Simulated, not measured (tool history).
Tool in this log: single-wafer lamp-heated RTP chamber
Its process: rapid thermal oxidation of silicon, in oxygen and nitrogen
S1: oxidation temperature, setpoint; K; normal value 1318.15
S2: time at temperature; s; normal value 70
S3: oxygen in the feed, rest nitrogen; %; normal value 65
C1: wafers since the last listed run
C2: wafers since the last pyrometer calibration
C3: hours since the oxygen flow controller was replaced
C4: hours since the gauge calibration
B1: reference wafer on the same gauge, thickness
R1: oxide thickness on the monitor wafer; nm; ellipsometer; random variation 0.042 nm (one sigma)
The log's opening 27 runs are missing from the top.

{"run": 28, "hour": 1455.9, "S1": 1318.15, "S2": 98, "S3": 92, "C1": 253, "C2": 624, "C3": 443.1, "C4": 1413.3, "B1": 7.833, "R1": 9.501}
{"run": 29, "hour": 1484.4, "S1": 1318.15, "S2": 70, "S3": 65, "C1": 231, "C2": 856, "C3": 471.6, "C4": 1441.8, "B1": 7.839, "R1": 7.192}
{"hour": 1494.5, "done": "gauge calibrated"}
{"run": 30, "hour": 1517.5, "S1": 1318.15, "S2": 82, "S3": 65, "C1": 269, "C2": 1126, "C3": 504.7, "C4": 23.0, "B1": 8.152, "R1": 7.98}
{"run": 31, "hour": 1549.1, "S1": 1318.15, "S2": 70, "S3": 65, "C1": 257, "C2": 1383, "C3": 536.3, "C4": 54.6, "B1": 8.116, "R1": 7.403}
{"run": 32, "hour": 1577.8, "S1": 1318.15, "S2": 92, "S3": 65, "C1": 233, "C2": 1617, "C3": 565.0, "C4": 83.3, "B1": 8.127, "R1": 8.479}
{"run": 33, "hour": 1753.5, "S1": 1295.15, "S2": 40, "S3": 65, "C1": 1430, "C2": 3047, "C3": 740.7, "C4": 259.0, "B1": 8.093, "R1": 4.97}
{"run": 34, "hour": 1779.4, "S1": 1299.15, "S2": 43, "S3": 90, "C1": 210, "C2": 3258, "C3": 766.6, "C4": 284.9, "B1": 8.09, "R1": 5.857}
{"run": 35, "hour": 1841.9, "S1": 1328.15, "S2": 101, "S3": 75, "C1": 508, "C2": 3766, "C3": 829.1, "C4": 347.4, "B1": 8.079, "R1": 9.805}
{"run": 36, "hour": 1877.3, "S1": 1318.15, "S2": 57, "S3": 55, "C1": 288, "C2": 4055, "C3": 864.5, "C4": 382.8, "B1": 8.078, "R1": 6.396}
{"run": 37, "hour": 1946.6, "S1": 1300.15, "S2": 70, "S3": 38, "C1": 564, "C2": 4619, "C3": 933.8, "C4": 452.1, "B1": 8.067, "R1": 5.36}

Alternative continuations, all from the tool just after run 37; predict every row:
{"run": "A", "hour": 1947.0, "S1": 1318.15, "S2": 70, "S3": 80, "C1": 3, "C2": 4622, "C3": 934.2, "C4": 452.5, "B1": "?", "R1": "?"}
{"run": "B", "hour": 1947.0, "S1": 1339.15, "S2": 70, "S3": 40, "C1": 3, "C2": 4622, "C3": 934.2, "C4": 452.5, "B1": "?", "R1": "?"}
{"run": "C", "hour": 1947.0, "S1": 1318.15, "S2": 85, "S3": 65, "C1": 3, "C2": 4622, "C3": 934.2, "C4": 452.5, "B1": "?", "R1": "?"}
{"run": "D", "hour": 1947.0, "S1": 1336.15, "S2": 47, "S3": 89, "C1": 3, "C2": 4622, "C3": 934.2, "C4": 452.5, "B1": "?", "R1": "?"}

run=A B1=8.048 R1=8.062
run=B B1=8.048 R1=7.265
run=C B1=8.048 R1=8.168
run=D B1=8.048 R1=7.931
Without the tool's hidden state the same runs would have given:
run=A R1=8.117
run=B R1=7.314
run=C R1=8.224
run=D R1=7.984
